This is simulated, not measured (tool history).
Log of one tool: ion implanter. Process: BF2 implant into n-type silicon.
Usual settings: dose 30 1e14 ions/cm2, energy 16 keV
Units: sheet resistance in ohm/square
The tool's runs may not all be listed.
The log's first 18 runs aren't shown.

run,hour,dose,energy,"read-back reference wafer on the same gauge, sheet resistance",sheet resistance
19,928.1,24.17,21,83.91,88.81
20,979,27.07,11,83.89,100.15
# hour 1000.1: extraction supply calibrated
21,1006.7,27.36,19.5,83.9,89
22,1031.3,30,16,83.92,91.85
23,1089.3,24.75,21,83.85,88.29
24,1150.4,35.61,18,83.89,87.84
25,1182,30,16,83.89,91.99
26,1248.8,30,18.5,83.87,88.74
27,1295.3,30,16,83.88,91.65
28,1329.7,33.04,16,83.87,90.82
29,1360.3,35.96,12.5,83.89,94.56
30,1425.5,32.89,11,83.94,97.34
31,1454.8,21.23,19.5,83.9,92.87
32,1509.9,30,16,83.92,91.76
33,1556.5,30,16,83.87,91.8
34,1590.1,30,16,83.91,91.73
35,1655.4,23.11,19,83.9,91.69
36,1691.4,38.82,21,83.9,84
37,1732,30,16,83.91,91.69

Forecast each of these 4 alternatives for the next run:
A,1732.4,21.2,16,?,?
B,1732.4,33.22,12.5,?,?
C,1732.4,26.14,11.5,?,?
D,1732.4,30,13.5,?,?

run,"read-back reference wafer on the same gauge, sheet resistance",sheet resistance
A,83.9,97.44
B,83.9,95.02
C,83.9,99.65
D,83.9,94.75
Without the tool's hidden state the same runs would have given:
run,sheet resistance
A,98.6
B,95.47
C,100.6
D,95.37

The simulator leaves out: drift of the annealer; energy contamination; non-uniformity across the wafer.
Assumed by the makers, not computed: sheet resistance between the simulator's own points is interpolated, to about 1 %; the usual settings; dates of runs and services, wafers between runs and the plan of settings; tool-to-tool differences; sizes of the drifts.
